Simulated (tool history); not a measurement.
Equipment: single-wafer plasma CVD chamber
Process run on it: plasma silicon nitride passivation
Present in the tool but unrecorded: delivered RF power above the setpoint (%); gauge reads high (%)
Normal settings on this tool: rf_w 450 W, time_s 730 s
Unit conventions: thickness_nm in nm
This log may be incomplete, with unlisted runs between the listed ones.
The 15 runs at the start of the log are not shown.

run,hour,rf_w,time_s,wafers since the last listed run,hours since the last RF generator calibration,hours since the showerhead was replaced,hours since the gauge calibration,"read-back reference wafer on the same gauge, thickness_nm",thickness_nm
16,778.7,450,730,147,1476.5,5505.6,1662.4,951.683,1007.313
# hour 807.2: gauge calibrated
17,849,450,730,158,1546.8,5575.9,41.8,949.975,1012.091
18,891.9,485,589,96,1589.7,5618.8,84.7,950.342,830.455
19,941.9,450,730,112,1639.7,5668.8,134.7,950.959,1001.392
# hour 972.1: RF generator calibrated
20,984.3,450,730,77,12.2,5711.2,177.1,950.226,1036.538
21,1030.6,450,730,104,58.5,5757.5,223.4,950.744,1032.173
22,1143.3,400,791,254,171.2,5870.2,336.1,948.798,1091.511
23,1198.9,450,688,125,226.8,5925.8,391.7,951.082,972.288
24,1239.8,450,730,92,267.7,5966.7,432.6,949.69,1030.27
# hour 1307.4: showerhead replaced
25,1307.9,490,788,135,335.8,0.5,500.7,948.501,1140.786
26,1346.4,510,628,86,374.3,39,539.2,950.054,923.58
27,1389.2,500,603,96,417.1,81.8,582,949.171,873.05
28,1423.4,500,730,77,451.3,116,616.2,949.025,1063.9
29,1479.9,425,671,127,507.8,172.5,672.7,949.434,932.014
30,1519.6,450,730,89,547.5,212.2,712.4,948.168,1027.713
31,1572,425,837,118,599.9,264.6,764.8,950.06,1165.601
32,1599.5,395,688,62,627.4,292.1,792.3,948.905,947.968
33,1632.4,400,797,74,660.3,325,825.2,949.221,1084.695

What does the tool deliver on the next run?
34,1664.2,450,730,71,692.1,356.8,857,?,?

{"run 34": {"read-back reference wafer on the same gauge, thickness_nm": 951.246, "thickness_nm": 1032.129}}
Without the tool's hidden state the same run would have given thickness_nm 1037.407 nm.
